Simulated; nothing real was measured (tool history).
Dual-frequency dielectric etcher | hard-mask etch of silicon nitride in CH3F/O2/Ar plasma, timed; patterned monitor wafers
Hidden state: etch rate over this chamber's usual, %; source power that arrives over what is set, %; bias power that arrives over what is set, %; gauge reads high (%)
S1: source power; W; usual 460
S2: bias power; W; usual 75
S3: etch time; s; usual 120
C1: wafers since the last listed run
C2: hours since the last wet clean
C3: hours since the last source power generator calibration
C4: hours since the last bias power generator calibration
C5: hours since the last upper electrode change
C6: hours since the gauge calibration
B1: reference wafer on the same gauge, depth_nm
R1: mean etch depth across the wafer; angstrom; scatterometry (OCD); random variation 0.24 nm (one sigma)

run 1 hour=0 | S1=460 S2=75 S3=100 | C1=0 C2=78.7 C3=3877.5 C4=1166.2 C5=3427.4 C6=651.7 | B1=85.4 | R1=710
run 2 hour=36 | S1=460 S2=75 S3=100 | C1=215 C2=114.7 C3=3913.5 C4=1202.2 C5=3463.4 C6=687.7 | B1=85.5 | R1=705
run 3 hour=100.3 | S1=460 S2=75 S3=100 | C1=384 C2=179 C3=3977.8 C4=1266.5 C5=3527.7 C6=752 | B1=85.4 | R1=707
run 4 hour=150.9 | S1=460 S2=84 S3=120 | C1=302 C2=229.6 C3=4028.4 C4=1317.1 C5=3578.3 C6=802.6 | B1=85.4 | R1=879
run 5 hour=218.3 | S1=460 S2=84 S3=120 | C1=403 C2=297 C3=4095.8 C4=1384.5 C5=3645.7 C6=870 | B1=85.4 | R1=881
run 6 hour=270.3 | S1=460 S2=84 S3=120 | C1=310 C2=349 C3=4147.8 C4=1436.5 C5=3697.7 C6=922 | B1=85.3 | R1=878
run 7 hour=317.2 | S1=460 S2=75 S3=120 | C1=280 C2=395.9 C3=4194.7 C4=1483.4 C5=3744.6 C6=968.9 | B1=85.4 | R1=851
run 8 hour=373.4 | S1=460 S2=75 S3=120 | C1=336 C2=452.1 C3=4250.9 C4=1539.6 C5=3800.8 C6=1025.1 | B1=85.3 | R1=849
-- hour=399.8 wet clean of the chamber
run 9 hour=414.6 | S1=460 S2=75 S3=120 | C1=102 C2=14.8 C3=4292.1 C4=1580.8 C5=3842 C6=1066.3 | B1=85.4 | R1=849
run 10 hour=578.5 | S1=460 S2=75 S3=120 | C1=980 C2=178.7 C3=4456 C4=1744.7 C5=4005.9 C6=1230.2 | B1=85.4 | R1=849
run 11 hour=614.9 | S1=530 S2=75 S3=120 | C1=217 C2=215.1 C3=4492.4 C4=1781.1 C5=4042.3 C6=1266.6 | B1=85.4 | R1=896
run 12 hour=675.6 | S1=460 S2=75 S3=100 | C1=362 C2=275.8 C3=4553.1 C4=1841.8 C5=4103 C6=1327.3 | B1=85.4 | R1=707
run 13 hour=740.9 | S1=460 S2=75 S3=90 | C1=390 C2=341.1 C3=4618.4 C4=1907.1 C5=4168.3 C6=1392.6 | B1=85.3 | R1=642
run 14 hour=779.4 | S1=550 S2=91 S3=109.5 | C1=230 C2=379.6 C3=4656.9 C4=1945.6 C5=4206.8 C6=1431.1 | B1=85.4 | R1=884
-- hour=831 source power generator calibrated
run 15 hour=834.9 | S1=460 S2=75 S3=120 | C1=307 C2=435.1 C3=3.9 C4=2001.1 C5=4262.3 C6=1486.6 | B1=85.5 | R1=854
run 16 hour=892.6 | S1=390 S2=81 S3=136 | C1=345 C2=492.8 C3=61.6 C4=2058.8 C5=4320 C6=1544.3 | B1=85.4 | R1=931
-- hour=927.6 wet clean of the chamber
run 17 hour=941.1 | S1=370 S2=64 S3=120 | C1=146 C2=13.5 C3=110.1 C4=2107.3 C5=4368.5 C6=1592.8 | B1=85.3 | R1=747
run 18 hour=974 | S1=410 S2=68 S3=120 | C1=196 C2=46.4 C3=143 C4=2140.2 C5=4401.4 C6=1625.7 | B1=85.4 | R1=789
-- hour=1002.5 bias power generator calibrated
-- hour=1039.8 upper electrode replaced, of another model than before
run 19 hour=1040.3 | S1=390 S2=90 S3=100 | C1=229 C2=112.7 C3=209.3 C4=37.8 C5=0.5 C6=1692 | B1=85.4 | R1=697
-- hour=1064.8 gauge calibrated
run 20 hour=1108.1 | S1=460 S2=75 S3=120 | C1=405 C2=180.5 C3=277.1 C4=105.6 C5=68.3 C6=43.3 | B1=85.4 | R1=839
run 21 hour=1170.3 | S1=550 S2=81 S3=108 | C1=371 C2=242.7 C3=339.3 C4=167.8 C5=130.5 C6=105.5 | B1=85.4 | R1=805
run 22 hour=1239.7 | S1=390 S2=81 S3=136 | C1=414 C2=312.1 C3=408.7 C4=237.2 C5=199.9 C6=174.9 | B1=85.5 | R1=926
run 23 hour=1271.8 | S1=520 S2=59 S3=120 | C1=191 C2=344.2 C3=440.8 C4=269.3 C5=232 C6=207 | B1=85.4 | R1=836
run 24 hour=1334.9 | S1=510 S2=86 S3=120 | C1=377 C2=407.3 C3=503.9 C4=332.4 C5=295.1 C6=270.1 | B1=85.4 | R1=886
-- hour=1399.5 wet clean of the chamber
run 25 hour=1400 | S1=550 S2=58 S3=135.5 | C1=245 C2=0.5 C3=569 C4=397.5 C5=360.2 C6=335.2 | B1=85.5 | R1=958
run 26 hour=1450.9 | S1=410 S2=75 S3=120 | C1=304 C2=51.4 C3=619.9 C4=448.4 C5=411.1 C6=386.1 | B1=85.5 | R1=821
run 27 hour=1516.2 | S1=510 S2=80 S3=120 | C1=390 C2=116.7 C3=685.2 C4=513.7 C5=476.4 C6=451.4 | B1=85.3 | R1=875
run 28 hour=1564.8 | S1=460 S2=75 S3=120 | C1=290 C2=165.3 C3=733.8 C4=562.3 C5=525 C6=500 | B1=85.5 | R1=843
run 29 hour=1650.3 | S1=460 S2=70 S3=141.5 | C1=511 C2=250.8 C3=819.3 C4=647.8 C5=610.5 C6=585.5 | B1=85.4 | R1=980

Forecast each of these 5 alternatives for the next run:
run A hour=1650.8 | S1=460 S2=75 S3=120 | C1=2 C2=251.3 C3=819.8 C4=648.3 C5=611 C6=586 | B1=? | R1=?
run B hour=1650.8 | S1=540 S2=65 S3=156 | C1=2 C2=251.3 C3=819.8 C4=648.3 C5=611 C6=586 | B1=? | R1=?
run C hour=1650.8 | S1=510 S2=86 S3=132 | C1=2 C2=251.3 C3=819.8 C4=648.3 C5=611 C6=586 | B1=? | R1=?
run D hour=1650.8 | S1=380 S2=91 S3=92.5 | C1=2 C2=251.3 C3=819.8 C4=648.3 C5=611 C6=586 | B1=? | R1=?
run E hour=1650.8 | S1=400 S2=92 S3=129.5 | C1=2 C2=251.3 C3=819.8 C4=648.3 C5=611 C6=586 | B1=? | R1=?

run=A B1=85.4 R1=844
run=B B1=85.4 R1=1119
run=C B1=85.4 R1=979
run=D B1=85.4 R1=643
run=E B1=85.4 R1=913
Without the tool's hidden state the same runs would have given:
run=A R1=842
run=B R1=1116
run=C R1=976
run=D R1=641
run=E R1=911
